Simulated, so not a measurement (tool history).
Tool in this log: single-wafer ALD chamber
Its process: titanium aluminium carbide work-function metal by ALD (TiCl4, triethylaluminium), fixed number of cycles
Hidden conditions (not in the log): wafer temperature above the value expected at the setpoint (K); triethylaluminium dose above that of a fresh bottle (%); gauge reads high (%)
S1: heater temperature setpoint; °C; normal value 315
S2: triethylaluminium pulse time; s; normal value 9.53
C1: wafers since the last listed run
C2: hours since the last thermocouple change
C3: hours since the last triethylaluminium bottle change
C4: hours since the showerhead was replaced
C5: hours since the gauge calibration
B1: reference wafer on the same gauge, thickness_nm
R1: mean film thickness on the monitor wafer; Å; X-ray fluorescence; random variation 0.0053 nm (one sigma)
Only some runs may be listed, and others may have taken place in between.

{"run": 1, "day": 0.0, "S1": 315, "S2": 9.53, "C1": 0, "C2": 1103.4, "C3": 357.5, "C4": 6126.6, "C5": 863.9, "B1": 2.349, "R1": 21.73}
{"run": 2, "day": 2.908, "S1": 315, "S2": 9.53, "C1": 740, "C2": 1173.2, "C3": 427.3, "C4": 6196.4, "C5": 933.7, "B1": 2.354, "R1": 21.73}
{"run": 3, "day": 4.333, "S1": 315, "S2": 10.91, "C1": 362, "C2": 1207.4, "C3": 461.5, "C4": 6230.6, "C5": 967.9, "B1": 2.353, "R1": 22.08}
{"run": 4, "day": 7.279, "S1": 315, "S2": 10.91, "C1": 750, "C2": 1278.1, "C3": 532.2, "C4": 6301.3, "C5": 1038.6, "B1": 2.356, "R1": 21.99}
{"run": 5, "day": 8.854, "S1": 315, "S2": 10.91, "C1": 401, "C2": 1315.9, "C3": 570.0, "C4": 6339.1, "C5": 1076.4, "B1": 2.357, "R1": 22.11}
{"run": 6, "day": 11.225, "S1": 315, "S2": 9.53, "C1": 603, "C2": 1372.8, "C3": 626.9, "C4": 6396.0, "C5": 1133.3, "B1": 2.36, "R1": 21.79}
{"run": 7, "day": 13.742, "S1": 315, "S2": 9.53, "C1": 640, "C2": 1433.2, "C3": 687.3, "C4": 6456.4, "C5": 1193.7, "B1": 2.363, "R1": 21.9}
{"run": 8, "day": 15.942, "S1": 305, "S2": 9.53, "C1": 560, "C2": 1486.0, "C3": 740.1, "C4": 6509.2, "C5": 1246.5, "B1": 2.365, "R1": 20.87}
{"run": 9, "day": 17.062, "S1": 305, "S2": 9.53, "C1": 285, "C2": 1512.9, "C3": 767.0, "C4": 6536.1, "C5": 1273.4, "B1": 2.366, "R1": 20.84}
{"run": 10, "day": 18.396, "S1": 315, "S2": 9.53, "C1": 339, "C2": 1544.9, "C3": 799.0, "C4": 6568.1, "C5": 1305.4, "B1": 2.367, "R1": 21.83}
{"run": 11, "day": 19.942, "S1": 315, "S2": 9.53, "C1": 393, "C2": 1582.0, "C3": 836.1, "C4": 6605.2, "C5": 1342.5, "B1": 2.369, "R1": 21.93}
{"run": 12, "day": 22.783, "S1": 315, "S2": 9.53, "C1": 723, "C2": 1650.2, "C3": 904.3, "C4": 6673.4, "C5": 1410.7, "B1": 2.371, "R1": 22.0}
{"day": 24.692, "done": "showerhead replaced"}
{"run": 13, "day": 24.746, "S1": 315, "S2": 9.53, "C1": 414, "C2": 1697.3, "C3": 951.4, "C4": 1.3, "C5": 1457.8, "B1": 2.374, "R1": 22.02}
{"run": 14, "day": 26.167, "S1": 315, "S2": 9.53, "C1": 361, "C2": 1731.4, "C3": 985.5, "C4": 35.4, "C5": 1491.9, "B1": 2.376, "R1": 21.95}
{"run": 15, "day": 29.117, "S1": 315, "S2": 9.53, "C1": 751, "C2": 1802.2, "C3": 1056.3, "C4": 106.2, "C5": 1562.7, "B1": 2.379, "R1": 22.04}
{"run": 16, "day": 31.25, "S1": 328, "S2": 5.94, "C1": 543, "C2": 1853.4, "C3": 1107.5, "C4": 157.4, "C5": 1613.9, "B1": 2.384, "R1": 21.89}
{"run": 17, "day": 33.025, "S1": 304, "S2": 9.53, "C1": 451, "C2": 1896.0, "C3": 1150.1, "C4": 200.0, "C5": 1656.5, "B1": 2.385, "R1": 20.92}
{"day": 34.588, "done": "gauge calibrated"}
{"run": 18, "day": 35.154, "S1": 315, "S2": 7.37, "C1": 542, "C2": 1947.1, "C3": 1201.2, "C4": 251.1, "C5": 13.6, "B1": 2.339, "R1": 20.97}
{"run": 19, "day": 37.121, "S1": 326, "S2": 9.53, "C1": 500, "C2": 1994.3, "C3": 1248.4, "C4": 298.3, "C5": 60.8, "B1": 2.34, "R1": 22.79}
{"run": 20, "day": 38.296, "S1": 315, "S2": 9.53, "C1": 299, "C2": 2022.5, "C3": 1276.6, "C4": 326.5, "C5": 89.0, "B1": 2.34, "R1": 21.71}
{"day": 38.654, "done": "triethylaluminium bottle replaced"}
{"run": 21, "day": 40.504, "S1": 315, "S2": 9.53, "C1": 477, "C2": 2075.5, "C3": 44.4, "C4": 379.5, "C5": 142.0, "B1": 2.34, "R1": 21.64}
{"run": 22, "day": 41.775, "S1": 315, "S2": 9.53, "C1": 323, "C2": 2106.0, "C3": 74.9, "C4": 410.0, "C5": 172.5, "B1": 2.34, "R1": 21.63}
{"run": 23, "day": 44.104, "S1": 315, "S2": 9.53, "C1": 593, "C2": 2161.9, "C3": 130.8, "C4": 465.9, "C5": 228.4, "B1": 2.341, "R1": 21.7}
{"run": 24, "day": 45.621, "S1": 315, "S2": 10.91, "C1": 386, "C2": 2198.3, "C3": 167.2, "C4": 502.3, "C5": 264.8, "B1": 2.34, "R1": 21.9}
{"run": 25, "day": 47.388, "S1": 302, "S2": 6.19, "C1": 449, "C2": 2240.7, "C3": 209.6, "C4": 544.7, "C5": 307.2, "B1": 2.342, "R1": 19.21}
{"day": 47.796, "done": "thermocouple changed; heater temperature recalibrated"}
{"run": 26, "day": 49.225, "S1": 320, "S2": 9.53, "C1": 382, "C2": 34.3, "C3": 253.7, "C4": 588.8, "C5": 351.3, "B1": 2.342, "R1": 22.02}
{"run": 27, "day": 51.5, "S1": 322, "S2": 9.53, "C1": 579, "C2": 88.9, "C3": 308.3, "C4": 643.4, "C5": 405.9, "B1": 2.341, "R1": 22.33}
{"run": 28, "day": 55.971, "S1": 315, "S2": 10.64, "C1": 1138, "C2": 196.2, "C3": 415.6, "C4": 750.7, "C5": 513.2, "B1": 2.344, "R1": 21.88}
{"run": 29, "day": 57.112, "S1": 305, "S2": 9.53, "C1": 290, "C2": 223.6, "C3": 443.0, "C4": 778.1, "C5": 540.6, "B1": 2.345, "R1": 20.69}
{"run": 30, "day": 59.442, "S1": 315, "S2": 6.61, "C1": 593, "C2": 279.5, "C3": 498.9, "C4": 834.0, "C5": 596.5, "B1": 2.346, "R1": 20.72}
{"run": 31, "day": 61.142, "S1": 324, "S2": 9.53, "C1": 432, "C2": 320.3, "C3": 539.7, "C4": 874.8, "C5": 637.3, "B1": 2.345, "R1": 22.63}
{"run": 32, "day": 62.517, "S1": 326, "S2": 7.74, "C1": 350, "C2": 353.3, "C3": 572.7, "C4": 907.8, "C5": 670.3, "B1": 2.346, "R1": 22.24}
{"run": 33, "day": 64.088, "S1": 315, "S2": 9.53, "C1": 399, "C2": 391.0, "C3": 610.4, "C4": 945.5, "C5": 708.0, "B1": 2.348, "R1": 21.78}

What was the tool's hidden state at every run in the log?
wafer temperature above the value expected at the setpoint (K): 0 at every run
triethylaluminium dose above that of a fresh bottle (%): 0 at every run
H1: gauge reads high (%)
run=1 H1=0.443
run=2 H1=0.537
run=3 H1=0.586
run=4 H1=0.692
run=5 H1=0.752
run=6 H1=0.847
run=7 H1=0.952
run=8 H1=1.05
run=9 H1=1.1
run=10 H1=1.16
run=11 H1=1.24
run=12 H1=1.38
run=13 H1=1.48
run=14 H1=1.55
run=15 H1=1.72
run=16 H1=1.84
run=17 H1=1.94
run=18 H1=-0.0388
run=19 H1=-0.0361
run=20 H1=-0.033
run=21 H1=-0.0238
run=22 H1=-0.0166
run=23 H1=0.000258
run=24 H1=0.0137
run=25 H1=0.032
run=26 H1=0.0538
run=27 H1=0.0848
run=28 H1=0.159
run=29 H1=0.181
run=30 H1=0.228
run=31 H1=0.266
run=32 H1=0.299
run=33 H1=0.338

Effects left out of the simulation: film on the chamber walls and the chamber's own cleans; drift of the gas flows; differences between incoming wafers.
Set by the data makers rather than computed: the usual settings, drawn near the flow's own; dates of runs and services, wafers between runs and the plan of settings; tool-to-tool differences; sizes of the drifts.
